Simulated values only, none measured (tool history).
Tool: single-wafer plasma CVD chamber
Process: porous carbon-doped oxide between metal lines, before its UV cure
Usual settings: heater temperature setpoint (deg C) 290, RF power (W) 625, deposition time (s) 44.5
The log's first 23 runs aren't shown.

run	hour	heater temperature setpoint (deg C)	RF power (W)	deposition time (s)	wafers since the last listed run	hours since the last thermocouple change	hours since the last RF generator calibration	hours since the showerhead was replaced	hours since the gauge calibration	read-back reference wafer on the same gauge, thickness_nm	mean film thickness on the monitor wafer (angstrom)
24	1757.5	290	520	47.4	2364	286.5	1355.0	237.1	827.9	322.016	2666.27
# hour 1805.2: RF generator calibrated
25	1827.6	290	695	44.5	1572	356.6	22.4	307.2	898.0	322.051	3248.79
26	1919.6	282	535	44.5	2328	448.6	114.4	399.2	990.0	321.721	2708.35
27	2008.5	302	625	44.5	2250	537.5	203.3	488.1	1078.9	322.065	2781.92
28	2051.0	281	670	50.8	1075	580.0	245.8	530.6	1121.4	321.735	3744.22
29	2127.3	290	625	40.3	1931	656.3	322.1	606.9	1197.7	321.940	2690.92
30	2220.9	290	515	44.5	2369	749.9	415.7	700.5	1291.3	322.097	2481.02
31	2323.5	283	625	44.5	2597	852.5	518.3	803.1	1393.9	322.067	3071.03
32	2419.1	305	625	39.3	2420	948.1	613.9	898.7	1489.5	321.805	2421.64
33	2490.7	290	625	44.5	1812	1019.7	685.5	970.3	1561.1	321.835	2938.37

Predict each of these 5 candidate next runs independently; none follows another, all start after run 33:
A	2491.1	290	625	44.5	10	1020.1	685.9	970.7	1561.5	?	?
B	2491.1	302	510	41.4	10	1020.1	685.9	970.7	1561.5	?	?
C	2491.1	303	700	48.6	10	1020.1	685.9	970.7	1561.5	?	?
D	2491.1	290	710	38.0	10	1020.1	685.9	970.7	1561.5	?	?
E	2491.1	295	565	38.6	10	1020.1	685.9	970.7	1561.5	?	?

run	read-back reference wafer on the same gauge, thickness_nm	mean film thickness on the monitor wafer (angstrom)
A	321.884	2950.32
B	321.884	2145.48
C	321.884	3313.56
D	321.884	2816.64
E	321.884	2287.57
Stripped of hidden state, with their random variation kept, the same runs would have yielded:
run	mean film thickness on the monitor wafer (angstrom)
A	2984.26
B	2168.71
C	3349.32
D	2849.04
E	2313.47

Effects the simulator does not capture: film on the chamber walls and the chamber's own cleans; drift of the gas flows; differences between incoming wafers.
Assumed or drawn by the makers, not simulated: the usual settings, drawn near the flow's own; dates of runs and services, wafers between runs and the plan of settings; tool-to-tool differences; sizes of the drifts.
